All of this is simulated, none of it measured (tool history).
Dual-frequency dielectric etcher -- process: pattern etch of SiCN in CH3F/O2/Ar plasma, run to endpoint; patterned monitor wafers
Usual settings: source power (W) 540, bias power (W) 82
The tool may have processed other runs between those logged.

| run | day | source power (W) | bias power (W) | incoming incoming film thickness, nm | endpoint time (s) |
|---|---|---|---|---|---|
| 1 | 0.000 | 540 | 82 | 6.76 | 14.3 |
|  | 0.292 | wet clean of the chamber |
| 2 | 2.750 | 540 | 82 | 6.76 | 14.1 |
| 3 | 4.388 | 540 | 82 | 6.80 | 14.2 |
| 4 | 6.646 | 540 | 82 | 6.83 | 14.3 |
| 5 | 8.988 | 600 | 82 | 6.83 | 13.8 |
| 6 | 11.792 | 600 | 82 | 6.89 | 14.0 |
| 7 | 13.879 | 600 | 82 | 6.75 | 13.7 |
| 8 | 15.138 | 540 | 82 | 6.82 | 14.3 |
| 9 | 16.200 | 540 | 82 | 6.83 | 14.5 |
|  | 17.683 | bias power generator calibrated |
|  | 18.683 | wet clean of the chamber |
| 10 | 18.704 | 540 | 82 | 6.78 | 14.1 |
| 11 | 20.117 | 580 | 95 | 6.77 | 12.6 |
| 12 | 23.038 | 590 | 82 | 6.81 | 13.9 |
| 13 | 24.862 | 590 | 82 | 6.81 | 13.8 |

The next listed run, before its measurement:
|  | 26.708 | upper electrode replaced |
| 14 | 26.729 | 470 | 99 | 6.87 | ? |

endpoint time (s): 13.7
On a tool with no hidden condition, and with the same random variation, this run would have come out at endpoint time (s) 13.5.
